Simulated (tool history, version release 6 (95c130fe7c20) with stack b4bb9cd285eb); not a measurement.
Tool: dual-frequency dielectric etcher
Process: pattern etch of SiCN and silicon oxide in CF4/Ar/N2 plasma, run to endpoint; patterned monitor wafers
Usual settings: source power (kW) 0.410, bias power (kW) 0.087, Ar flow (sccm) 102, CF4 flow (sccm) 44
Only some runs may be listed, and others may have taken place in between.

| run | hour | source power (kW) | bias power (kW) | Ar flow (sccm) | CF4 flow (sccm) | wafers since the last listed run | hours since the last wet clean | hours since the last source power generator calibration | hours since the last bias power generator calibration | hours since the last Ar flow controller change | hours since the last CF4 flow controller change | hours since the last upper electrode change | incoming incoming film thickness, nm | endpoint time (s) |
|---|---|---|---|---|---|---|---|---|---|---|---|---|---|---|
| 1 | 0.0 | 0.340 | 0.087 | 102 | 44 | 0 | 420.1 | 1654.9 | 1662.0 | 63.6 | 6095.6 | 3428.8 | 10.96 | 16.3 |
|  | 29.7 | wet clean of the chamber |
|  | 35.0 | CF4 flow controller replaced |
| 2 | 35.5 | 0.410 | 0.072 | 118 | 44 | 143 | 5.8 | 1690.4 | 1697.5 | 99.1 | 0.5 | 3464.3 | 11.11 | 16.3 |
| 3 | 35.8 | 0.410 | 0.072 | 118 | 44 | 6 | 6.1 | 1690.7 | 1697.8 | 99.4 | 0.8 | 3464.6 | 10.96 | 16.2 |
|  | 64.3 | upper electrode replaced |
| 4 | 64.8 | 0.410 | 0.072 | 118 | 44 | 115 | 35.1 | 1719.7 | 1726.8 | 128.4 | 29.8 | 0.5 | 10.98 | 16.1 |
| 5 | 65.1 | 0.410 | 0.087 | 102 | 35 | 6 | 35.4 | 1720.0 | 1727.1 | 128.7 | 30.1 | 0.8 | 10.94 | 15.1 |
| 6 | 67.9 | 0.410 | 0.087 | 102 | 44 | 64 | 38.2 | 1722.8 | 1729.9 | 131.5 | 32.9 | 3.6 | 10.93 | 14.4 |
| 7 | 77.1 | 0.410 | 0.087 | 88 | 44 | 213 | 47.4 | 1732.0 | 1739.1 | 140.7 | 42.1 | 12.8 | 10.93 | 13.8 |
| 8 | 84.5 | 0.410 | 0.087 | 102 | 44 | 171 | 54.8 | 1739.4 | 1746.5 | 148.1 | 49.5 | 20.2 | 11.07 | 14.6 |
| 9 | 102.1 | 0.450 | 0.087 | 86 | 49 | 408 | 72.4 | 1757.0 | 1764.1 | 165.7 | 67.1 | 37.8 | 11.10 | 12.8 |
|  | 108.2 | source power generator calibrated |
| 10 | 115.6 | 0.500 | 0.087 | 90 | 40 | 220 | 85.9 | 7.4 | 1777.6 | 179.2 | 80.6 | 51.3 | 10.90 | 12.0 |
| 11 | 125.0 | 0.410 | 0.067 | 111 | 44 | 218 | 95.3 | 16.8 | 1787.0 | 188.6 | 90.0 | 60.7 | 11.08 | 16.9 |
| 12 | 138.5 | 0.410 | 0.087 | 102 | 44 | 313 | 108.8 | 30.3 | 1800.5 | 202.1 | 103.5 | 74.2 | 11.05 | 14.7 |
|  | 174.7 | bias power generator calibrated |
|  | 181.0 | wet clean of the chamber, repeated, since the last time left the tool worse |
| 13 | 181.5 | 0.410 | 0.087 | 102 | 44 | 758 | 0.5 | 73.3 | 6.8 | 245.1 | 146.5 | 117.2 | 10.89 | 13.4 |
| 14 | 181.8 | 0.410 | 0.087 | 102 | 44 | 6 | 0.8 | 73.6 | 7.1 | 245.4 | 146.8 | 117.5 | 10.95 | 13.6 |
| 15 | 190.0 | 0.410 | 0.071 | 102 | 44 | 190 | 9.0 | 81.8 | 15.3 | 253.6 | 155.0 | 125.7 | 10.95 | 14.8 |
| 16 | 207.1 | 0.340 | 0.087 | 102 | 38 | 396 | 26.1 | 98.9 | 32.4 | 270.7 | 172.1 | 142.8 | 11.03 | 16.4 |
| 17 | 222.8 | 0.350 | 0.075 | 102 | 44 | 364 | 41.8 | 114.6 | 48.1 | 286.4 | 187.8 | 158.5 | 10.92 | 16.5 |
| 18 | 234.8 | 0.410 | 0.103 | 118 | 44 | 278 | 53.8 | 126.6 | 60.1 | 298.4 | 199.8 | 170.5 | 11.01 | 13.1 |
| 19 | 276.5 | 0.350 | 0.102 | 83 | 41 | 967 | 95.5 | 168.3 | 101.8 | 340.1 | 241.5 | 212.2 | 10.91 | 14.0 |
| 20 | 283.1 | 0.410 | 0.104 | 102 | 41 | 153 | 102.1 | 174.9 | 108.4 | 346.7 | 248.1 | 218.8 | 10.92 | 12.7 |
| 21 | 299.5 | 0.410 | 0.071 | 102 | 44 | 380 | 118.5 | 191.3 | 124.8 | 363.1 | 264.5 | 235.2 | 10.99 | 15.0 |
| 22 | 313.3 | 0.380 | 0.087 | 114 | 44 | 320 | 132.3 | 205.1 | 138.6 | 376.9 | 278.3 | 249.0 | 10.98 | 14.8 |
| 23 | 327.1 | 0.440 | 0.070 | 102 | 50 | 320 | 146.1 | 218.9 | 152.4 | 390.7 | 292.1 | 262.8 | 10.96 | 13.7 |
| 24 | 339.2 | 0.360 | 0.071 | 126 | 55 | 280 | 158.2 | 231.0 | 164.5 | 402.8 | 304.2 | 274.9 | 11.09 | 17.0 |
| 25 | 352.6 | 0.410 | 0.074 | 102 | 44 | 310 | 171.6 | 244.4 | 177.9 | 416.2 | 317.6 | 288.3 | 11.04 | 14.8 |

Exercise: give the hidden state of the tool at every run:
source power that arrives over what is set, %: 0 at every run
bias power that arrives over what is set, %: 0 at every run
Ar flow that arrives over what is set, %: 0 at every run
CF4 flow that arrives over what is set, %: 0 at every run
H1: etch rate over this chamber's usual, %
| run | H1 |
|---|---|
| 1 | -3.39 |
| 2 | -5.68 |
| 3 | -5.68 |
| 4 | -5.93 |
| 5 | -5.93 |
| 6 | -5.95 |
| 7 | -6.03 |
| 8 | -6.09 |
| 9 | -6.24 |
| 10 | -6.35 |
| 11 | -6.43 |
| 12 | -6.55 |
| 13 | -0.0864 |
| 14 | -0.089 |
| 15 | -0.158 |
| 16 | -0.302 |
| 17 | -0.435 |
| 18 | -0.536 |
| 19 | -0.888 |
| 20 | -0.943 |
| 21 | -1.08 |
| 22 | -1.2 |
| 23 | -1.31 |
| 24 | -1.42 |
| 25 | -1.53 |
